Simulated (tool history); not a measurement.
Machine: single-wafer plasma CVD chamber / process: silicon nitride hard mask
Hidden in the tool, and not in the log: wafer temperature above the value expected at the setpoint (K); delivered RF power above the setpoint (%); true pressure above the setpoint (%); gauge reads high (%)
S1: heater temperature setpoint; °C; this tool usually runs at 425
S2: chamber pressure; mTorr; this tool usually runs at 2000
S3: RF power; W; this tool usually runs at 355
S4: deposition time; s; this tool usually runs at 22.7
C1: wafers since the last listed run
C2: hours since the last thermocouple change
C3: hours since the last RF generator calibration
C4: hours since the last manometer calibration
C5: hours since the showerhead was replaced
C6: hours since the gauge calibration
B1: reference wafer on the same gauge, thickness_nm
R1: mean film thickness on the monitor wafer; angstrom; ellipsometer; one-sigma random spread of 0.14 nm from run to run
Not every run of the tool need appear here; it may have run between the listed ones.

{"run": 1, "hour": 0.0, "S1": 425, "S2": 2280, "S3": 355, "S4": 22.7, "C1": 0, "C2": 1129.0, "C3": 730.2, "C4": 2213.2, "C5": 6637.5, "C6": 255.7, "B1": 27.953, "R1": 304.08}
{"run": 2, "hour": 35.8, "S1": 425, "S2": 2280, "S3": 355, "S4": 22.7, "C1": 548, "C2": 1164.8, "C3": 766.0, "C4": 2249.0, "C5": 6673.3, "C6": 291.5, "B1": 28.032, "R1": 305.12}
{"run": 3, "hour": 53.1, "S1": 425, "S2": 1630, "S3": 355, "S4": 22.7, "C1": 264, "C2": 1182.1, "C3": 783.3, "C4": 2266.3, "C5": 6690.6, "C6": 308.8, "B1": 27.978, "R1": 277.72}
{"run": 4, "hour": 67.8, "S1": 425, "S2": 1630, "S3": 355, "S4": 22.7, "C1": 225, "C2": 1196.8, "C3": 798.0, "C4": 2281.0, "C5": 6705.3, "C6": 323.5, "B1": 27.961, "R1": 279.53}
{"hour": 100.6, "done": "gauge calibrated"}
{"run": 5, "hour": 101.8, "S1": 425, "S2": 2000, "S3": 355, "S4": 22.7, "C1": 520, "C2": 1230.8, "C3": 832.0, "C4": 2315.0, "C5": 6739.3, "C6": 1.2, "B1": 28.025, "R1": 293.37}
{"run": 6, "hour": 132.5, "S1": 425, "S2": 2000, "S3": 355, "S4": 22.7, "C1": 470, "C2": 1261.5, "C3": 862.7, "C4": 2345.7, "C5": 6770.0, "C6": 31.9, "B1": 27.977, "R1": 293.37}
{"run": 7, "hour": 148.7, "S1": 425, "S2": 2000, "S3": 355, "S4": 22.7, "C1": 248, "C2": 1277.7, "C3": 878.9, "C4": 2361.9, "C5": 6786.2, "C6": 48.1, "B1": 28.054, "R1": 295.55}
{"run": 8, "hour": 173.0, "S1": 425, "S2": 2000, "S3": 355, "S4": 22.7, "C1": 372, "C2": 1302.0, "C3": 903.2, "C4": 2386.2, "C5": 6810.5, "C6": 72.4, "B1": 27.941, "R1": 293.02}
{"run": 9, "hour": 193.9, "S1": 425, "S2": 2000, "S3": 355, "S4": 22.7, "C1": 320, "C2": 1322.9, "C3": 924.1, "C4": 2407.1, "C5": 6831.4, "C6": 93.3, "B1": 27.991, "R1": 294.65}
{"hour": 230.2, "done": "showerhead replaced"}
{"run": 10, "hour": 230.7, "S1": 425, "S2": 2000, "S3": 355, "S4": 22.7, "C1": 440, "C2": 1359.7, "C3": 960.9, "C4": 2443.9, "C5": 0.5, "C6": 130.1, "B1": 27.979, "R1": 291.56}
{"hour": 245.0, "done": "capacitance manometer re-zeroed and calibrated"}
{"run": 11, "hour": 245.5, "S1": 425, "S2": 2000, "S3": 355, "S4": 22.7, "C1": 104, "C2": 1374.5, "C3": 975.7, "C4": 0.5, "C5": 15.3, "C6": 144.9, "B1": 28.017, "R1": 292.34}
{"run": 12, "hour": 267.5, "S1": 425, "S2": 2000, "S3": 355, "S4": 22.7, "C1": 336, "C2": 1396.5, "C3": 997.7, "C4": 22.5, "C5": 37.3, "C6": 166.9, "B1": 28.032, "R1": 290.19}
{"hour": 281.5, "done": "thermocouple changed; heater temperature recalibrated"}
{"run": 13, "hour": 282.0, "S1": 425, "S2": 2000, "S3": 355, "S4": 22.7, "C1": 99, "C2": 0.5, "C3": 1012.2, "C4": 37.0, "C5": 51.8, "C6": 181.4, "B1": 27.987, "R1": 292.8}
{"run": 14, "hour": 316.1, "S1": 425, "S2": 2000, "S3": 355, "S4": 22.7, "C1": 522, "C2": 34.6, "C3": 1046.3, "C4": 71.1, "C5": 85.9, "C6": 215.5, "B1": 27.966, "R1": 290.6}
{"run": 15, "hour": 332.6, "S1": 425, "S2": 2000, "S3": 355, "S4": 22.7, "C1": 252, "C2": 51.1, "C3": 1062.8, "C4": 87.6, "C5": 102.4, "C6": 232.0, "B1": 28.006, "R1": 290.26}
{"run": 16, "hour": 345.3, "S1": 425, "S2": 2300, "S3": 355, "S4": 21.2, "C1": 194, "C2": 63.8, "C3": 1075.5, "C4": 100.3, "C5": 115.1, "C6": 244.7, "B1": 27.982, "R1": 283.78}
{"run": 17, "hour": 378.6, "S1": 435, "S2": 2460, "S3": 330, "S4": 26.2, "C1": 509, "C2": 97.1, "C3": 1108.8, "C4": 133.6, "C5": 148.4, "C6": 278.0, "B1": 28.072, "R1": 341.35}
{"hour": 404.7, "done": "RF generator calibrated"}
{"run": 18, "hour": 405.2, "S1": 425, "S2": 2000, "S3": 305, "S4": 22.7, "C1": 284, "C2": 123.7, "C3": 0.5, "C4": 160.2, "C5": 175.0, "C6": 304.6, "B1": 28.05, "R1": 275.07}
{"run": 19, "hour": 449.2, "S1": 413, "S2": 2000, "S3": 355, "S4": 25.9, "C1": 673, "C2": 167.7, "C3": 44.5, "C4": 204.2, "C5": 219.0, "C6": 348.6, "B1": 28.014, "R1": 341.33}
{"run": 20, "hour": 482.3, "S1": 425, "S2": 2000, "S3": 335, "S4": 26.7, "C1": 506, "C2": 200.8, "C3": 77.6, "C4": 237.3, "C5": 252.1, "C6": 381.7, "B1": 28.018, "R1": 338.33}

The next listed run, before its measurement:
{"hour": 488.2, "done": "gauge calibrated"}
{"run": 21, "hour": 502.9, "S1": 425, "S2": 2000, "S3": 355, "S4": 22.7, "C1": 315, "C2": 221.4, "C3": 98.2, "C4": 257.9, "C5": 272.7, "C6": 14.7, "B1": "?", "R1": "?"}

For run 21 the tool returned B1 28.008, R1 298.28 angstrom.
Take away the tool's hidden state, keep the run-to-run variation as it was, and the same run would have given R1 300.28 angstrom.
